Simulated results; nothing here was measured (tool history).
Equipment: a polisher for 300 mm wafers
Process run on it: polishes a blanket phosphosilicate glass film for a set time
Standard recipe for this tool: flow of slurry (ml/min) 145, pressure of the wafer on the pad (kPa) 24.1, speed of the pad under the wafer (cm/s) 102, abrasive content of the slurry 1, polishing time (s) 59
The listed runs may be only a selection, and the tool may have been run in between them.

run,hour,flow of slurry (ml/min),pressure of the wafer on the pad (kPa),speed of the pad under the wafer (cm/s),abrasive content of the slurry,polishing time (s),"incoming thickness of the incoming film, nm",film removed (nm)
1,0,145,24.1,102,1,74,3097.7,662.9
# hour 22: worn pad replaced by a new one
# hour 50.9: slurry blender recalibrated
2,63.9,145,24.1,102,0.85,59,3187.2,475.4
# hour 74.4: slurry nozzle cleaned, repeated, since the last time left the tool worse
3,117,145,24.1,102,0.85,59,3191.7,510.5
# hour 143.4: conditioning disc replaced and pad reconditioned
# hour 178: head pressure recalibrated
4,206.5,110,24.1,102,1,55,3100.6,514.4
5,279.6,145,28.3,102,1,75,3093.8,848.4
6,332.5,100,22.1,102,1.25,59,3147.4,563.6
7,404.4,175,24.1,72,1,59,3119.6,474.9
8,485,160,24.1,102,1.1,78,3144.6,802
# hour 593: worn pad replaced by a new one
9,593.5,145,17.9,134,1,59,3105.7,521.7
# hour 641.2: slurry blender recalibrated
10,675.2,185,24.1,102,1,59,3111.5,575.7
# hour 779.2: slurry nozzle cleaned
11,779.7,145,24.1,102,1,50,3182.1,486.9
# hour 812.8: conditioning disc replaced and pad reconditioned
12,868.3,145,24.1,102,1.3,59,3129.8,666.7
13,1012.1,145,24.1,102,1,59,3172.9,572.3
# hour 1032.8: head pressure recalibrated
14,1062.3,145,24.1,102,1,59,3143.5,562.2
15,1106.4,145,24.1,102,1.15,66,3131.6,700.1
16,1161.4,145,24.1,102,1,59,3133,568.8
# hour 1184.4: worn pad replaced by a new one
17,1258.5,130,24.1,102,0.75,59,3161.4,442.3
# hour 1272.9: slurry blender recalibrated
18,1352.4,145,28.3,102,0.85,59,3137.3,580.8
19,1418.6,145,24.1,102,1.25,59,3155.5,644.7
# hour 1474.8: conditioning disc replaced and pad reconditioned
# hour 1503.2: slurry nozzle cleaned
20,1512.1,145,24.1,102,1,59,3133.4,574.9
21,1579.4,145,26.2,138,1,59,3113.2,744.8
22,1676,175,29.6,86,1,59,3103.3,634.1
23,1724.4,170,20,102,1,73,3118.6,600.9
# hour 1760.8: worn pad replaced by a new one
24,1776.1,145,27.6,70,1,59,3086.9,524.7

Run by run, hidden condition taken away, random variation retained:
Hidden state at play: removal rate lost through wear of the pad, %; slurry flow missing at the pad, %; deviation of the head's pressure from its setpoint, %; abrasive missing from the slurry, %; time polished since the conditioner stopped cutting, s.
run,film removed (nm)
1,719.9
2,518.5
3,511.3
4,517.1
5,854.5
6,569.9
7,479.9
8,813.2
9,531.8
10,586.9
11,488.2
12,670.6
13,578.7
14,569.5
15,710.3
16,578.4
17,452.1
18,595.1
19,662.5
20,575.9
21,747.8
22,638.4
23,606
24,530.5
